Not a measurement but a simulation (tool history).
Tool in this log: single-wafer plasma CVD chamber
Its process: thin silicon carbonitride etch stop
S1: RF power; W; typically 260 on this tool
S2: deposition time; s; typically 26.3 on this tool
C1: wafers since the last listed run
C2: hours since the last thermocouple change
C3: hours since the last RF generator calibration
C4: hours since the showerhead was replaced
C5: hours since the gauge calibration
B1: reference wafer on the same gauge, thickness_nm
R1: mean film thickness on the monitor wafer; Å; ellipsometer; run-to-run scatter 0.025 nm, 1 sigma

{"run": 1, "hour": 0.0, "S1": 260, "S2": 28.6, "C1": 0, "C2": 2088.9, "C3": 1662.1, "C4": 2498.3, "C5": 243.7, "B1": 18.004, "R1": 173.91}
{"run": 2, "hour": 41.5, "S1": 260, "S2": 28.6, "C1": 644, "C2": 2130.4, "C3": 1703.6, "C4": 2539.8, "C5": 285.2, "B1": 18.003, "R1": 173.61}
{"run": 3, "hour": 50.3, "S1": 260, "S2": 23.4, "C1": 136, "C2": 2139.2, "C3": 1712.4, "C4": 2548.6, "C5": 294.0, "B1": 18.004, "R1": 142.14}
{"run": 4, "hour": 65.7, "S1": 260, "S2": 23.4, "C1": 239, "C2": 2154.6, "C3": 1727.8, "C4": 2564.0, "C5": 309.4, "B1": 18.001, "R1": 142.18}
{"run": 5, "hour": 74.3, "S1": 260, "S2": 26.3, "C1": 133, "C2": 2163.2, "C3": 1736.4, "C4": 2572.6, "C5": 318.0, "B1": 18.0, "R1": 159.81}
{"run": 6, "hour": 92.3, "S1": 285, "S2": 26.3, "C1": 279, "C2": 2181.2, "C3": 1754.4, "C4": 2590.6, "C5": 336.0, "B1": 17.995, "R1": 163.49}
{"run": 7, "hour": 105.0, "S1": 285, "S2": 26.3, "C1": 197, "C2": 2193.9, "C3": 1767.1, "C4": 2603.3, "C5": 348.7, "B1": 17.999, "R1": 164.19}
{"run": 8, "hour": 120.3, "S1": 260, "S2": 26.3, "C1": 237, "C2": 2209.2, "C3": 1782.4, "C4": 2618.6, "C5": 364.0, "B1": 17.993, "R1": 159.66}
{"run": 9, "hour": 134.4, "S1": 260, "S2": 26.3, "C1": 219, "C2": 2223.3, "C3": 1796.5, "C4": 2632.7, "C5": 378.1, "B1": 17.998, "R1": 159.62}
{"run": 10, "hour": 142.3, "S1": 260, "S2": 28.0, "C1": 122, "C2": 2231.2, "C3": 1804.4, "C4": 2640.6, "C5": 386.0, "B1": 18.007, "R1": 169.73}
{"hour": 147.3, "done": "gauge calibrated"}
{"hour": 153.5, "done": "RF generator calibrated"}
{"run": 11, "hour": 157.9, "S1": 260, "S2": 26.3, "C1": 118, "C2": 2246.8, "C3": 4.4, "C4": 2656.2, "C5": 10.6, "B1": 17.989, "R1": 163.24}
{"run": 12, "hour": 178.7, "S1": 260, "S2": 26.3, "C1": 323, "C2": 2267.6, "C3": 25.2, "C4": 2677.0, "C5": 31.4, "B1": 18.005, "R1": 163.3}
{"run": 13, "hour": 184.9, "S1": 260, "S2": 26.3, "C1": 96, "C2": 2273.8, "C3": 31.4, "C4": 2683.2, "C5": 37.6, "B1": 17.997, "R1": 163.52}
{"run": 14, "hour": 196.3, "S1": 260, "S2": 26.3, "C1": 177, "C2": 2285.2, "C3": 42.8, "C4": 2694.6, "C5": 49.0, "B1": 18.008, "R1": 163.67}
{"run": 15, "hour": 203.8, "S1": 310, "S2": 26.3, "C1": 116, "C2": 2292.7, "C3": 50.3, "C4": 2702.1, "C5": 56.5, "B1": 17.999, "R1": 171.54}
{"run": 16, "hour": 221.8, "S1": 215, "S2": 28.4, "C1": 279, "C2": 2310.7, "C3": 68.3, "C4": 2720.1, "C5": 74.5, "B1": 17.992, "R1": 167.44}
{"hour": 233.5, "done": "showerhead replaced"}
{"run": 17, "hour": 234.0, "S1": 260, "S2": 26.3, "C1": 65, "C2": 2322.9, "C3": 80.5, "C4": 0.5, "C5": 86.7, "B1": 17.997, "R1": 163.04}
{"run": 18, "hour": 239.0, "S1": 260, "S2": 26.3, "C1": 77, "C2": 2327.9, "C3": 85.5, "C4": 5.5, "C5": 91.7, "B1": 18.0, "R1": 163.63}
{"run": 19, "hour": 245.3, "S1": 220, "S2": 29.3, "C1": 97, "C2": 2334.2, "C3": 91.8, "C4": 11.8, "C5": 98.0, "B1": 17.993, "R1": 173.75}
{"run": 20, "hour": 254.7, "S1": 260, "S2": 26.3, "C1": 146, "C2": 2343.6, "C3": 101.2, "C4": 21.2, "C5": 107.4, "B1": 17.997, "R1": 162.96}
{"run": 21, "hour": 270.9, "S1": 225, "S2": 22.0, "C1": 251, "C2": 2359.8, "C3": 117.4, "C4": 37.4, "C5": 123.6, "B1": 18.005, "R1": 131.46}
{"hour": 283.4, "done": "thermocouple changed; heater temperature recalibrated"}
{"run": 22, "hour": 283.9, "S1": 245, "S2": 24.8, "C1": 77, "C2": 0.5, "C3": 130.4, "C4": 50.4, "C5": 136.6, "B1": 17.998, "R1": 151.35}
{"run": 23, "hour": 290.5, "S1": 260, "S2": 26.3, "C1": 102, "C2": 7.1, "C3": 137.0, "C4": 57.0, "C5": 143.2, "B1": 17.993, "R1": 163.39}
{"run": 24, "hour": 302.5, "S1": 260, "S2": 28.0, "C1": 186, "C2": 19.1, "C3": 149.0, "C4": 69.0, "C5": 155.2, "B1": 17.998, "R1": 173.5}
{"run": 25, "hour": 340.9, "S1": 260, "S2": 26.3, "C1": 596, "C2": 57.5, "C3": 187.4, "C4": 107.4, "C5": 193.6, "B1": 18.0, "R1": 163.12}
{"run": 26, "hour": 351.8, "S1": 215, "S2": 24.5, "C1": 169, "C2": 68.4, "C3": 198.3, "C4": 118.3, "C5": 204.5, "B1": 18.002, "R1": 144.05}
{"run": 27, "hour": 358.9, "S1": 245, "S2": 26.3, "C1": 110, "C2": 75.5, "C3": 205.4, "C4": 125.4, "C5": 211.6, "B1": 18.002, "R1": 160.63}
{"run": 28, "hour": 371.8, "S1": 260, "S2": 28.5, "C1": 200, "C2": 88.4, "C3": 218.3, "C4": 138.3, "C5": 224.5, "B1": 18.005, "R1": 177.02}
{"run": 29, "hour": 384.7, "S1": 225, "S2": 30.4, "C1": 200, "C2": 101.3, "C3": 231.2, "C4": 151.2, "C5": 237.4, "B1": 18.005, "R1": 181.16}
{"run": 30, "hour": 393.1, "S1": 310, "S2": 29.2, "C1": 130, "C2": 109.7, "C3": 239.6, "C4": 159.6, "C5": 245.8, "B1": 18.007, "R1": 190.73}
{"run": 31, "hour": 407.3, "S1": 225, "S2": 27.8, "C1": 220, "C2": 123.9, "C3": 253.8, "C4": 173.8, "C5": 260.0, "B1": 18.002, "R1": 165.72}
{"run": 32, "hour": 419.5, "S1": 275, "S2": 30.4, "C1": 189, "C2": 136.1, "C3": 266.0, "C4": 186.0, "C5": 272.2, "B1": 17.995, "R1": 191.61}
{"run": 33, "hour": 435.6, "S1": 225, "S2": 24.3, "C1": 250, "C2": 152.2, "C3": 282.1, "C4": 202.1, "C5": 288.3, "B1": 17.999, "R1": 144.93}
{"run": 34, "hour": 452.0, "S1": 230, "S2": 26.3, "C1": 254, "C2": 168.6, "C3": 298.5, "C4": 218.5, "C5": 304.7, "B1": 18.003, "R1": 157.67}

Selected run-to-run steps in R1, each split into two signed amounts: the part the tool would show with no hidden state at all (from settings, incoming material and random variation), and the remainder, which goes to the hidden state together with any gauge scatter not common to the measured and the hidden-state-free results:
The tool's hidden condition here consists of: wafer temperature above the value expected at the setpoint (K); delivered RF power above the setpoint (%); gauge reads high (%).
Run 2 -> 3: S2 28.6 -> 23.4. R1 -31.47 Å: hidden state +0.72, all else -32.19.
Run 4 -> 5: S2 23.4 -> 26.3. R1 +17.63 Å: hidden state -0.45, all else +18.08.
Run 10 -> 11: S2 28.0 -> 26.3, gauge calibrated, RF generator calibrated. R1 -6.49 Å: hidden state +4.26, all else -10.75.
Run 20 -> 21: S1 260 -> 225, S2 26.3 -> 22.0. R1 -31.50 Å: hidden state +0.03, all else -31.53.
Run 32 -> 33: S1 275 -> 225, S2 30.4 -> 24.3. R1 -46.68 Å: hidden state +0.06, all else -46.74.

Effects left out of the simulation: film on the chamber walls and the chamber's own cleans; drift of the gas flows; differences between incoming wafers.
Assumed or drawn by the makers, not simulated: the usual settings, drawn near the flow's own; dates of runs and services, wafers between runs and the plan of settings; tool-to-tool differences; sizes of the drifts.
